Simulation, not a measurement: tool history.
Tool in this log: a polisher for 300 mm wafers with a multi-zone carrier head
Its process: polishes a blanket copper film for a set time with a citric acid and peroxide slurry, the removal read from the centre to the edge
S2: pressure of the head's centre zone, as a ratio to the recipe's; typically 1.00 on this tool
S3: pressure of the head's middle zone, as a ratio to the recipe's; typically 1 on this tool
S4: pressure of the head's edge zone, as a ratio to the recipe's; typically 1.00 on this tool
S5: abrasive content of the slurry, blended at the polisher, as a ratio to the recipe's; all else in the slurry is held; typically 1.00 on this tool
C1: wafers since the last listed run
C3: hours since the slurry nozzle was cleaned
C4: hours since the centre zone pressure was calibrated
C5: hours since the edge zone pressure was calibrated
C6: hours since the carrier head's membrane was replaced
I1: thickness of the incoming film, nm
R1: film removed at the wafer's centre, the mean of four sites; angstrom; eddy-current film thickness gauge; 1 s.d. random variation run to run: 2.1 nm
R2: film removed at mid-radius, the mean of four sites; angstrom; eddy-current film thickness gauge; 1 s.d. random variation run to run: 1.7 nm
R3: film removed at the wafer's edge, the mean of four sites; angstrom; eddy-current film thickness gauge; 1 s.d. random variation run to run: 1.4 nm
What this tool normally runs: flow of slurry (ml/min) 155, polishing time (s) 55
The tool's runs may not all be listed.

run 1 hour=0.0 | flow_of_slurry_(ml/min)=155 S2=1.00 S3=1 S4=1.00 S5=1.05 polishing_time_(s)=45 | C1=0 wafers_polished_on_this_pad=624 C3=730.3 C4=983.9 C5=1470.7 C6=754.7 | I1=662.1 | R1=1131 R2=1113 R3=1117
run 2 hour=10.5 | flow_of_slurry_(ml/min)=155 S2=1.00 S3=1 S4=1.00 S5=1.05 polishing_time_(s)=45 | C1=115 wafers_polished_on_this_pad=740 C3=740.8 C4=994.4 C5=1481.2 C6=765.2 | I1=648.4 | R1=1106 R2=1105 R3=1093
run 3 hour=19.4 | flow_of_slurry_(ml/min)=155 S2=1.00 S3=1 S4=1.00 S5=1.05 polishing_time_(s)=45 | C1=97 wafers_polished_on_this_pad=838 C3=749.7 C4=1003.3 C5=1490.1 C6=774.1 | I1=651.9 | R1=1100 R2=1113 R3=1104
run 4 hour=31.4 | flow_of_slurry_(ml/min)=155 S2=1.00 S3=1 S4=1.00 S5=1.00 polishing_time_(s)=55 | C1=131 wafers_polished_on_this_pad=970 C3=761.7 C4=1015.3 C5=1502.1 C6=786.1 | I1=665.4 | R1=1343 R2=1336 R3=1306
-- hour=44.0 worn pad replaced by a new one
run 5 hour=45.8 | flow_of_slurry_(ml/min)=155 S2=1.00 S3=1 S4=1.00 S5=1.00 polishing_time_(s)=55 | C1=114 wafers_polished_on_this_pad=19 C3=776.1 C4=1029.7 C5=1516.5 C6=800.5 | I1=668.7 | R1=1439 R2=1464 R3=1434
run 6 hour=57.3 | flow_of_slurry_(ml/min)=155 S2=1.00 S3=1 S4=1.00 S5=1.00 polishing_time_(s)=55 | C1=126 wafers_polished_on_this_pad=146 C3=787.6 C4=1041.2 C5=1528.0 C6=812.0 | I1=655.2 | R1=1410 R2=1425 R3=1424
-- hour=66.4 centre zone pressure recalibrated
run 7 hour=73.3 | flow_of_slurry_(ml/min)=155 S2=1.00 S3=1 S4=1.00 S5=1.00 polishing_time_(s)=55 | C1=153 wafers_polished_on_this_pad=300 C3=803.6 C4=6.9 C5=1544.0 C6=828.0 | I1=672.3 | R1=1415 R2=1384 R3=1391
run 8 hour=81.3 | flow_of_slurry_(ml/min)=155 S2=1.00 S3=1 S4=1.00 S5=1.00 polishing_time_(s)=55 | C1=87 wafers_polished_on_this_pad=388 C3=811.6 C4=14.9 C5=1552.0 C6=836.0 | I1=662.3 | R1=1388 R2=1373 R3=1387
-- hour=97.6 carrier head's membrane replaced by a new one
run 9 hour=98.8 | flow_of_slurry_(ml/min)=155 S2=0.88 S3=1 S4=1.00 S5=1.00 polishing_time_(s)=67 | C1=137 wafers_polished_on_this_pad=525 C3=829.1 C4=32.4 C5=1569.5 C6=1.2 | I1=665.2 | R1=1455 R2=1670 R3=1665
run 10 hour=110.3 | flow_of_slurry_(ml/min)=155 S2=0.91 S3=1 S4=0.96 S5=1.10 polishing_time_(s)=55 | C1=126 wafers_polished_on_this_pad=652 C3=840.6 C4=43.9 C5=1581.0 C6=12.7 | I1=653.0 | R1=1231 R2=1369 R3=1366
run 11 hour=118.1 | flow_of_slurry_(ml/min)=205 S2=0.91 S3=1 S4=1.11 S5=1.00 polishing_time_(s)=61 | C1=85 wafers_polished_on_this_pad=737 C3=848.4 C4=51.7 C5=1588.8 C6=20.5 | I1=662.8 | R1=1426 R2=1546 R3=1599
-- hour=121.8 slurry nozzle cleaned
-- hour=135.5 edge zone pressure recalibrated
run 12 hour=135.9 | flow_of_slurry_(ml/min)=155 S2=1.00 S3=1 S4=1.00 S5=1.00 polishing_time_(s)=55 | C1=162 wafers_polished_on_this_pad=900 C3=14.1 C4=69.5 C5=0.4 C6=38.3 | I1=670.3 | R1=1327 R2=1305 R3=1299
-- hour=140.9 worn pad replaced by a new one
run 13 hour=143.0 | flow_of_slurry_(ml/min)=155 S2=1.00 S3=1 S4=1.00 S5=1.05 polishing_time_(s)=45 | C1=34 wafers_polished_on_this_pad=23 C3=21.2 C4=76.6 C5=7.5 C6=45.4 | I1=660.1 | R1=1207 R2=1165 R3=1173
run 14 hour=158.7 | flow_of_slurry_(ml/min)=155 S2=1.00 S3=1 S4=1.06 S5=1.00 polishing_time_(s)=65 | C1=172 wafers_polished_on_this_pad=195 C3=36.9 C4=92.3 C5=23.2 C6=61.1 | I1=660.7 | R1=1666 R2=1667 R3=1706
run 15 hour=172.5 | flow_of_slurry_(ml/min)=155 S2=0.89 S3=1 S4=1.00 S5=1.20 polishing_time_(s)=55 | C1=151 wafers_polished_on_this_pad=347 C3=50.7 C4=106.1 C5=37.0 C6=74.9 | I1=649.4 | R1=1289 R2=1416 R3=1407
run 16 hour=190.1 | flow_of_slurry_(ml/min)=155 S2=1.00 S3=1 S4=1.00 S5=1.00 polishing_time_(s)=55 | C1=193 wafers_polished_on_this_pad=541 C3=68.3 C4=123.7 C5=54.6 C6=92.5 | I1=646.6 | R1=1391 R2=1380 R3=1349
run 17 hour=204.0 | flow_of_slurry_(ml/min)=155 S2=1.00 S3=1 S4=0.93 S5=1.00 polishing_time_(s)=55 | C1=152 wafers_polished_on_this_pad=694 C3=82.2 C4=137.6 C5=68.5 C6=106.4 | I1=656.0 | R1=1332 R2=1342 R3=1330

Here are 4 independent what-if runs from the current tool condition. What would each one return?
run A hour=204.4 | flow_of_slurry_(ml/min)=155 S2=1.00 S3=1 S4=1.00 S5=1.00 polishing_time_(s)=74 | C1=4 wafers_polished_on_this_pad=698 C3=82.6 C4=138.0 C5=68.9 C6=106.8 | I1=668.6 | R1=? R2=? R3=?
run B hour=204.4 | flow_of_slurry_(ml/min)=155 S2=1.00 S3=1 S4=0.90 S5=1.00 polishing_time_(s)=72 | C1=4 wafers_polished_on_this_pad=698 C3=82.6 C4=138.0 C5=68.9 C6=106.8 | I1=668.6 | R1=? R2=? R3=?
run C hour=204.4 | flow_of_slurry_(ml/min)=155 S2=1.09 S3=1 S4=1.00 S5=1.00 polishing_time_(s)=55 | C1=4 wafers_polished_on_this_pad=698 C3=82.6 C4=138.0 C5=68.9 C6=106.8 | I1=668.6 | R1=? R2=? R3=?
run D hour=204.4 | flow_of_slurry_(ml/min)=155 S2=1.00 S3=1 S4=1.00 S5=1.10 polishing_time_(s)=40 | C1=4 wafers_polished_on_this_pad=698 C3=82.6 C4=138.0 C5=68.9 C6=106.8 | I1=668.6 | R1=? R2=? R3=?

run=A R1=1805 R2=1824 R3=1784
run=B R1=1757 R2=1775 R3=1661
run=C R1=1464 R2=1355 R3=1326
run=D R1=993 R2=1003 R3=981
With the hidden condition removed and each run's random variation left untouched, the same runs would have given:
run=A R1=1958 R2=1978 R3=1934
run=B R1=1905 R2=1925 R3=1801
run=C R1=1587 R2=1469 R3=1438
run=D R1=1077 R2=1088 R3=1064
